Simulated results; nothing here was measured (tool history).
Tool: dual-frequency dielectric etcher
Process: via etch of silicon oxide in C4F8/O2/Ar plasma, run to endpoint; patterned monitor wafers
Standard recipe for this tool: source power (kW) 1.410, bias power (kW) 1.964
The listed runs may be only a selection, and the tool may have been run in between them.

run	hour	source power (kW)	bias power (kW)	incoming incoming film thickness, nm	endpoint time (s)
1	0.0	1.410	1.964	783.9	189.5
2	12.6	1.410	1.964	793.1	191.5
3	38.4	1.410	1.964	787.5	190.8
4	48.1	1.410	1.964	788.0	190.9
5	54.9	1.410	1.964	793.7	193.1
6	69.4	1.410	1.964	776.2	188.1
7	81.1	1.410	1.811	787.2	195.5
8	95.4	1.160	1.964	789.8	208.5
9	101.6	1.410	1.964	780.0	189.4
10	111.1	1.410	1.964	779.5	189.3
11	120.5	1.410	1.964	784.2	191.3
12	130.2	1.410	1.964	802.0	196.4
13	143.5	1.410	1.964	784.4	191.2
14	160.6	1.260	1.818	782.4	205.0
15	170.8	1.260	1.818	784.2	205.5
16	186.8	1.410	1.964	794.4	194.8
# hour 223.2: upper electrode replaced
17	223.7	1.410	1.964	779.9	190.6
18	224.1	1.410	1.964	790.1	193.4
19	226.8	1.410	1.964	793.1	194.3
20	242.5	1.730	1.618	787.7	185.7
21	286.8	1.720	2.221	787.8	171.0
22	298.1	1.410	1.964	787.2	193.4
23	310.1	1.750	1.557	796.7	188.8
# hour 339.0: source power generator calibrated
24	357.2	1.410	1.964	788.8	194.4
25	374.1	1.410	1.964	787.6	193.4
26	385.8	1.610	1.964	781.8	182.1
27	396.3	1.410	1.543	788.8	208.3
# hour 420.5: wet clean of the chamber
28	433.5	1.410	1.732	796.4	197.4

Predict the results of run 29:
# hour 441.2: bias power generator calibrated
29	445.6	1.410	1.964	786.8	?

endpoint time (s): 188.6
Without the tool's hidden state the same run would have given endpoint time (s) 188.8.

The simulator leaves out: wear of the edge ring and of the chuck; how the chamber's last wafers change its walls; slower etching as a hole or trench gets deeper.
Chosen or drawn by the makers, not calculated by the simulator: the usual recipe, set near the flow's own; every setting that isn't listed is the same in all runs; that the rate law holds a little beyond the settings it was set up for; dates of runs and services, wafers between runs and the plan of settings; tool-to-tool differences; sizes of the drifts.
